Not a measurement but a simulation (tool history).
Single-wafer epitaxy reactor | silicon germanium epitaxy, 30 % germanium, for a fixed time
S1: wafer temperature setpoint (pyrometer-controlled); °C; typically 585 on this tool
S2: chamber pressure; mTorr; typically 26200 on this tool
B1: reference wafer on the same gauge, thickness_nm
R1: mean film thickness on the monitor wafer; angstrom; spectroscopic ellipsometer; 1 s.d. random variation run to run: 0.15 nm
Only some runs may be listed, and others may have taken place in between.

run 1 hour=0 | S1=595 S2=26200 | B1=44.896 | R1=570.34
run 2 hour=20.6 | S1=597 S2=26200 | B1=44.881 | R1=594.87
run 3 hour=89.5 | S1=597 S2=26200 | B1=44.94 | R1=596.27
run 4 hour=117.5 | S1=585 S2=31000 | B1=44.928 | R1=498.32
run 5 hour=137 | S1=585 S2=31000 | B1=44.849 | R1=498.27
run 6 hour=178.7 | S1=585 S2=31000 | B1=44.894 | R1=498.93
run 7 hour=198.4 | S1=585 S2=26200 | B1=44.924 | R1=460.71
run 8 hour=211 | S1=585 S2=26200 | B1=44.871 | R1=458.68
run 9 hour=232.5 | S1=585 S2=26200 | B1=44.909 | R1=460.99
-- hour=247.2 capacitance manometer re-zeroed and calibrated
run 10 hour=251.3 | S1=585 S2=26200 | B1=44.934 | R1=457.31
-- hour=275.2 showerhead replaced
run 11 hour=275.7 | S1=585 S2=26200 | B1=44.881 | R1=458.4
run 12 hour=285.8 | S1=585 S2=26200 | B1=44.913 | R1=460.4
run 13 hour=305.6 | S1=579 S2=26200 | B1=44.872 | R1=401.93
-- hour=334.1 pyrometer calibrated
run 14 hour=334.6 | S1=572 S2=28700 | B1=44.905 | R1=396.55
-- hour=343.5 gauge calibrated
run 15 hour=345.2 | S1=571 S2=28000 | B1=44.966 | R1=385.02
run 16 hour=369.9 | S1=585 S2=26200 | B1=44.911 | R1=503.2
run 17 hour=383.6 | S1=585 S2=26200 | B1=44.858 | R1=502.53
run 18 hour=400.1 | S1=581 S2=23800 | B1=44.882 | R1=440.83
run 19 hour=433.5 | S1=592 S2=21800 | B1=44.916 | R1=532.97
run 20 hour=464.7 | S1=585 S2=32500 | B1=44.924 | R1=547.27
run 21 hour=500.4 | S1=596 S2=21000 | B1=44.857 | R1=566.41
run 22 hour=530.5 | S1=600 S2=21500 | B1=44.875 | R1=623.01
run 23 hour=563.8 | S1=598 S2=20000 | B1=44.903 | R1=570.05
run 24 hour=582.9 | S1=585 S2=23100 | B1=44.874 | R1=462.02
run 25 hour=596.4 | S1=575 S2=31600 | B1=44.9 | R1=431.16

3 options for the next run, each taken on its own from the tool as it stands now. Forecast them:
run A hour=596.8 | S1=585 S2=32700 | B1=? | R1=?
run B hour=596.8 | S1=585 S2=28800 | B1=? | R1=?
run C hour=596.8 | S1=598 S2=27900 | B1=? | R1=?

run=A B1=44.937 R1=538.72
run=B B1=44.937 R1=509.19
run=C B1=44.937 R1=661.04
What these runs would have given with no unlogged condition in the tool:
run=A R1=551.09
run=B R1=520.87
run=C R1=675.7
